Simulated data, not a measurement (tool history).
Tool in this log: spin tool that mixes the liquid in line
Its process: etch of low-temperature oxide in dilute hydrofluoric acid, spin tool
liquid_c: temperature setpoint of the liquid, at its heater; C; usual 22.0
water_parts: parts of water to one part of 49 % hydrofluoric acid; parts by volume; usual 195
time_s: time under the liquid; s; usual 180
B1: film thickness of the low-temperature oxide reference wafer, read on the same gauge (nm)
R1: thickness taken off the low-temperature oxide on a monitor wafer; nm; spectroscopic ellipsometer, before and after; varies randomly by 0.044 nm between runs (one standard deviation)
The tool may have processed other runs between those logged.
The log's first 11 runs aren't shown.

{"run": 12, "hour": 744.4, "liquid_c": 22.0, "water_parts": 195, "time_s": 180, "B1": 140.02, "R1": 10.04}
{"hour": 762.8, "done": "thermometer replaced"}
{"run": 13, "hour": 804.5, "liquid_c": 22.0, "water_parts": 195, "time_s": 180, "B1": 140.03, "R1": 9.37}
{"run": 14, "hour": 853.1, "liquid_c": 25.0, "water_parts": 195, "time_s": 250, "B1": 140.04, "R1": 14.63}
{"run": 15, "hour": 900.4, "liquid_c": 22.0, "water_parts": 195, "time_s": 180, "B1": 140.04, "R1": 9.45}
{"run": 16, "hour": 937.9, "liquid_c": 22.0, "water_parts": 195, "time_s": 180, "B1": 140.03, "R1": 9.52}
{"run": 17, "hour": 978.8, "liquid_c": 17.5, "water_parts": 120, "time_s": 180, "B1": 140.03, "R1": 14.02}
{"run": 18, "hour": 1045.7, "liquid_c": 22.0, "water_parts": 195, "time_s": 180, "B1": 140.02, "R1": 9.59}
{"run": 19, "hour": 1137.1, "liquid_c": 24.5, "water_parts": 115, "time_s": 90, "B1": 140.01, "R1": 9.92}
{"hour": 1296.7, "done": "hydrofluoric acid flow meter replaced"}
{"run": 20, "hour": 1362.8, "liquid_c": 22.0, "water_parts": 260, "time_s": 120, "B1": 140.04, "R1": 4.56}
{"run": 21, "hour": 1424.3, "liquid_c": 22.0, "water_parts": 165, "time_s": 140, "B1": 140.0, "R1": 9.34}
{"run": 22, "hour": 1518.2, "liquid_c": 22.0, "water_parts": 285, "time_s": 180, "B1": 139.93, "R1": 6.24}
{"hour": 1547.2, "done": "thermometer replaced"}
{"run": 23, "hour": 1615.3, "liquid_c": 25.5, "water_parts": 195, "time_s": 235, "B1": 140.0, "R1": 13.98}
{"run": 24, "hour": 1681.4, "liquid_c": 20.5, "water_parts": 125, "time_s": 275, "B1": 140.0, "R1": 23.06}
{"run": 25, "hour": 1785.8, "liquid_c": 22.0, "water_parts": 110, "time_s": 260, "B1": 139.94, "R1": 27.01}
{"run": 26, "hour": 1878.7, "liquid_c": 25.0, "water_parts": 195, "time_s": 275, "B1": 139.95, "R1": 16.39}
{"run": 27, "hour": 1956.4, "liquid_c": 26.5, "water_parts": 195, "time_s": 110, "B1": 140.03, "R1": 6.96}
{"run": 28, "hour": 2035.8, "liquid_c": 17.5, "water_parts": 195, "time_s": 140, "B1": 140.01, "R1": 6.38}
{"run": 29, "hour": 2128.0, "liquid_c": 22.0, "water_parts": 235, "time_s": 180, "B1": 140.0, "R1": 7.79}
{"run": 30, "hour": 2215.3, "liquid_c": 17.5, "water_parts": 155, "time_s": 265, "B1": 140.0, "R1": 15.92}
{"run": 31, "hour": 2323.2, "liquid_c": 22.0, "water_parts": 195, "time_s": 180, "B1": 139.98, "R1": 9.87}
{"hour": 2383.4, "done": "thermometer replaced"}
{"run": 32, "hour": 2415.7, "liquid_c": 26.5, "water_parts": 195, "time_s": 110, "B1": 140.04, "R1": 6.79}

What if the next run were any one of these 4? Each begins from the tool's condition after run 32:
{"run": "A", "hour": 2416.2, "liquid_c": 22.0, "water_parts": 195, "time_s": 285, "B1": "?", "R1": "?"}
{"run": "B", "hour": 2416.2, "liquid_c": 22.0, "water_parts": 195, "time_s": 235, "B1": "?", "R1": "?"}
{"run": "C", "hour": 2416.2, "liquid_c": 22.0, "water_parts": 195, "time_s": 210, "B1": "?", "R1": "?"}
{"run": "D", "hour": 2416.2, "liquid_c": 20.5, "water_parts": 195, "time_s": 180, "B1": "?", "R1": "?"}

run=A B1=140.02 R1=14.85
run=B B1=140.02 R1=12.24
run=C B1=140.02 R1=10.94
run=D B1=140.02 R1=8.85
Without the tool's hidden state the same runs would have given:
run=A R1=14.80
run=B R1=12.20
run=C R1=10.91
run=D R1=8.83

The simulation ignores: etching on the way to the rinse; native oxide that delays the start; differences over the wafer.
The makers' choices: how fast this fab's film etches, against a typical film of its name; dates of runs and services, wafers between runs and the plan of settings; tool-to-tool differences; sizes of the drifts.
